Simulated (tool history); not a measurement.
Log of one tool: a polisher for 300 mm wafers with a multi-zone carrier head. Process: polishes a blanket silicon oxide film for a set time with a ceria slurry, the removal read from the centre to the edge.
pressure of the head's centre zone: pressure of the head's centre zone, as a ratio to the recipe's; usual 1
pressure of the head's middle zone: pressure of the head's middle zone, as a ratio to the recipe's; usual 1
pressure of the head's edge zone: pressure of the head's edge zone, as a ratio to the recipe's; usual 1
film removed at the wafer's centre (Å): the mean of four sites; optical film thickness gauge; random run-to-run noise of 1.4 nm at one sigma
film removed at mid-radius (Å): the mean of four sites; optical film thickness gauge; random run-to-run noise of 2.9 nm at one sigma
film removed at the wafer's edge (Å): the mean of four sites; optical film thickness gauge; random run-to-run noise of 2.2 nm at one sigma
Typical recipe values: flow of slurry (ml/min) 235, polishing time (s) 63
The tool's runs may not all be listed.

run	day	flow of slurry (ml/min)	pressure of the head's centre zone	pressure of the head's middle zone	pressure of the head's edge zone	polishing time (s)	wafers since the last listed run	wafers polished on this pad	hours since the slurry nozzle was cleaned	hours since the centre zone pressure was calibrated	hours since the edge zone pressure was calibrated	hours since the carrier head's membrane was replaced	incoming thickness of the incoming film, nm	film removed at the wafer's centre (Å)	film removed at mid-radius (Å)	film removed at the wafer's edge (Å)
1	0	235	1	1.1	1	49	0	1798	266.1	154.2	596.8	1286.8	1244.3	1592	1936	1779
# day 0.504: worn pad replaced by a new one
2	0.642	235	1.08	1	0.92	63	89	26	281.5	169.6	612.2	1302.2	1292.5	2204	2286	2199
# day 0.879: centre zone pressure recalibrated, repeated, since the last time left the tool worse
# day 1.821: slurry nozzle cleaned
3	2.192	235	1	1	1	63	269	295	8.9	31.5	649.4	1339.4	1286.5	2407	2349	2294
# day 4.492: edge zone pressure recalibrated
4	4.983	235	1	1	1	63	511	807	75.9	98.5	11.8	1406.4	1280.6	2395	2327	2304
5	5.7	160	1	1	0.96	78	135	942	93.1	115.7	29	1423.6	1253.4	2837	2804	2749
6	6.804	235	1	1	1	78	208	1151	119.6	142.2	55.5	1450.1	1278.3	2979	2874	2860
7	7.796	235	1	1	1	63	187	1339	143.4	166	79.3	1473.9	1263.6	2384	2322	2326
8	8.829	235	1	0.91	0.94	53	195	1534	168.2	190.8	104.1	1498.7	1267.1	2016	1843	1891
# day 9.917: worn pad replaced by a new one
9	9.938	235	1	1.09	1	79	178	3	194.8	217.4	130.7	1525.3	1287.8	2979	3082	2859
# day 10.8: carrier head's membrane replaced by a new one
10	11.138	235	1	1	1	46	187	191	223.6	246.2	159.5	8.1	1287.7	1733	1731	1705
11	12.179	275	1.09	1	1.07	63	196	388	248.6	271.2	184.5	33.1	1254.1	2650	2343	2392
12	12.85	235	1.1	1.07	0.96	77	126	514	264.7	287.3	200.6	49.2	1265.1	3225	3024	2727
# day 13.071: slurry nozzle cleaned
13	14.183	180	1	1	1	74	244	759	26.7	319.3	232.6	81.2	1265.6	2735	2676	2685
14	15.162	235	0.96	1.07	0.96	63	185	944	50.2	342.8	256.1	104.7	1283.2	2291	2509	2275
15	16.512	235	1	1	1	63	255	1199	82.6	375.2	288.5	137.1	1269.8	2368	2359	2293
16	17.929	235	1.07	0.9	0.95	63	267	1467	116.6	409.2	322.5	171.1	1287.4	2544	2110	2262
17	18.646	235	1	1	1	63	135	1602	133.8	426.4	339.7	188.3	1293.6	2387	2332	2290
18	19.538	185	1	1.08	1	63	168	1771	155.2	447.8	361.1	209.7	1276.5	2312	2464	2260
# day 19.925: worn pad replaced by a new one
19	20.058	215	1.04	1	1	63	66	25	167.7	460.3	373.6	222.2	1256.7	2411	2316	2287
20	20.662	235	1	1	1	78	114	139	182.2	474.8	388.1	236.7	1276.4	2918	2903	2803
21	21.688	235	1	1	1	63	193	333	206.8	499.4	412.7	261.3	1271.4	2370	2336	2277

Describe how what the log doesn't record of the tool's condition differs between the last listed run preceding each entry between runs and the first listed run following it.
Runs 1 to 2: worn pad replaced by a new one (day 0.504)
  no hidden state differs between the two runs
  difference, measured minus the result without the unlogged condition, film removed at the wafer's centre (Å): -257 -> -355
Runs 2 to 3: centre zone pressure recalibrated, repeated, since the last time left the tool worse (day 0.879); slurry nozzle cleaned (day 1.821)
  deviation of the centre zone's pressure from its setpoint, %: -13.8 -> 0.467
  difference, measured minus the result without the unlogged condition, film removed at the wafer's centre (Å): -355 -> +12
Runs 3 to 4: edge zone pressure recalibrated (day 4.492)
  deviation of the centre zone's pressure from its setpoint, %: 0.467 -> 0.427
  difference, measured minus the result without the unlogged condition, film removed at the wafer's centre (Å): +12 -> +10
Runs 8 to 9: worn pad replaced by a new one (day 9.917)
  deviation of the centre zone's pressure from its setpoint, %: 0.305 -> 0.256
  difference, measured minus the result without the unlogged condition, film removed at the wafer's centre (Å): +6 -> +7
Runs 9 to 10: carrier head's membrane replaced by a new one (day 10.8)
  deviation of the centre zone's pressure from its setpoint, %: 0.256 -> 0.195
  difference, measured minus the result without the unlogged condition, film removed at the wafer's centre (Å): +7 -> +3
Runs 12 to 13: slurry nozzle cleaned (day 13.071)
  deviation of the centre zone's pressure from its setpoint, %: 0.0947 -> 0.00606
  difference, measured minus the result without the unlogged condition, film removed at the wafer's centre (Å): +3 -> +0
Runs 18 to 19: worn pad replaced by a new one (day 19.925)
  deviation of the centre zone's pressure from its setpoint, %: -0.444 -> -0.496
  difference, measured minus the result without the unlogged condition, film removed at the wafer's centre (Å): -11 -> -12

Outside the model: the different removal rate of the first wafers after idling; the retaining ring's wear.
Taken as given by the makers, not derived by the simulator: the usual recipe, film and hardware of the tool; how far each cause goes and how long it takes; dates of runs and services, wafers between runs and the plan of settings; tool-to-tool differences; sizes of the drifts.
